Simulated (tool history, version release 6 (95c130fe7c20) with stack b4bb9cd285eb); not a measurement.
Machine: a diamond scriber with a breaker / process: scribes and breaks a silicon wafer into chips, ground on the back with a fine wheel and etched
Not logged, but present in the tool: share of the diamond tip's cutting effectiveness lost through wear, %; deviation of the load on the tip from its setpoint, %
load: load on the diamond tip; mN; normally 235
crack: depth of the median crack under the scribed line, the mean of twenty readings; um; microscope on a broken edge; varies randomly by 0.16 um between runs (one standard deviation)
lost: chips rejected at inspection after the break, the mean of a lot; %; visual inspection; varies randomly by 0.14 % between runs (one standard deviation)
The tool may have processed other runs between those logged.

run   hour  load  wafers since the last listed run  hours since the diamond tip was replaced  hours since the load on the tip was calibrated  incoming depth of the damage left on the back of the incoming wafer, um  crack   lost
  1      0   235                                 0                                      33.1                                           396.6                                                                     0.33   7.82   2.05
  2   13.2   185                                41                                      46.3                                           409.8                                                                     0.45   6.64   5.32
  3   25.7   235                                39                                      58.8                                           422.3                                                                     0.58   7.83   2.19
  4   35.1   235                                29                                      68.2                                           431.7                                                                     0.51   7.61   2.19
  5   42.6   235                                23                                      75.7                                           439.2                                                                     0.37   7.69   2.01
  6   53.7   235                                34                                      86.8                                           450.3                                                                     0.57   7.75   1.93
  7   64.5   235                                33                                      97.6                                           461.1                                                                     0.76   7.74    2.1
  8   79.6   235                                47                                     112.7                                           476.2                                                                     0.33    7.5   2.47
  9   93.3   235                                42                                     126.4                                           489.9                                                                     0.46   7.68   2.26
 10  107.6   235                                44                                     140.7                                           504.2                                                                     0.42   7.37   2.72
 11  116.2   250                                26                                     149.3                                           512.8                                                                     0.39   7.88   2.23
 12  133.7   250                                54                                     166.8                                           530.3                                                                     0.39   7.43   2.18
 13  143.5   235                                30                                     176.6                                           540.1                                                                     0.74   7.18   3.26
 14  150.9   235                                23                                       184                                           547.5                                                                     0.51   7.18   3.04
 15  165.4   235                                45                                     198.5                                             562                                                                     0.37   7.17   3.14
 16  172.5   235                                22                                     205.6                                           569.1                                                                     0.54   7.35   3.91
     185.6  -- diamond tip replaced by a new one
 17  188.3   302                                43                                       2.7                                           584.9                                                                     0.58   7.53   2.73
 18  203.5   303                                47                                      17.9                                           600.1                                                                     0.34   7.39    2.6
 19  214.3   294                                33                                      28.7                                           610.9                                                                      0.4   7.24    2.9
 20  223.3   235                                28                                      37.7                                           619.9                                                                     0.53   6.28   8.49
 21  229.5   235                                19                                      43.9                                           626.1                                                                     0.35    6.3   8.24
     240.6  -- load on the tip recalibrated
 22  244.7   203                                41                                      59.1                                             4.1                                                                     0.64   5.57  15.08
 23  253.5   235                                27                                      67.9                                            12.9                                                                     0.68   6.21   9.55
       262  -- diamond tip replaced by a new one, repeated, since the last time left the tool worse
 24  288.8   287                               104                                      26.8                                            48.2                                                                     0.42   9.53   3.77
 25  301.6   172                                40                                      39.6                                              61                                                                     0.57   6.58      7
 26  310.3   284                                27                                      48.3                                            69.7                                                                     0.64   9.05    2.9
 27  322.2   185                                37                                      60.2                                            81.6                                                                     0.44   6.79   5.03
 28  329.8   198                                23                                      67.8                                            89.2                                                                     0.55   7.25   3.22
 29  343.5   235                                42                                      81.5                                           102.9                                                                     0.59   7.97   1.99
 30  350.4   294                                21                                      88.4                                           109.8                                                                     0.64   9.17   3.43
 31  359.2   191                                27                                      97.2                                           118.6                                                                      0.6   7.03   4.57
 32  376.9   192                                55                                     114.9                                           136.3                                                                     0.44   6.99   4.77

Entry by entry between the runs, the difference in hidden state between the last listed run before and the first listed run after:
After run 16, before run 17: diamond tip replaced by a new one (hour 185.6)
  share of the diamond tip's cutting effectiveness lost through wear, %: 17.8 -> 30.7
  the result without the hidden state subtracted from the measured one, crack: -1.02 -> -2.08 um; lost: +1.85 -> -2.1 %
After run 21, before run 22: load on the tip recalibrated (hour 240.6)
  share of the diamond tip's cutting effectiveness lost through wear, %: 31.3 -> 31.8
  the result without the hidden state subtracted from the measured one, crack: -1.79 -> -1.62 um; lost: +6.3 -> +11.94 %
After run 23, before run 24: diamond tip replaced by a new one, repeated, since the last time left the tool worse (hour 262)
  share of the diamond tip's cutting effectiveness lost through wear, %: 32.2 -> 0.27
  the result without the hidden state subtracted from the measured one, crack: -1.83 -> -0.02 um; lost: +7.4 -> -0.05 %

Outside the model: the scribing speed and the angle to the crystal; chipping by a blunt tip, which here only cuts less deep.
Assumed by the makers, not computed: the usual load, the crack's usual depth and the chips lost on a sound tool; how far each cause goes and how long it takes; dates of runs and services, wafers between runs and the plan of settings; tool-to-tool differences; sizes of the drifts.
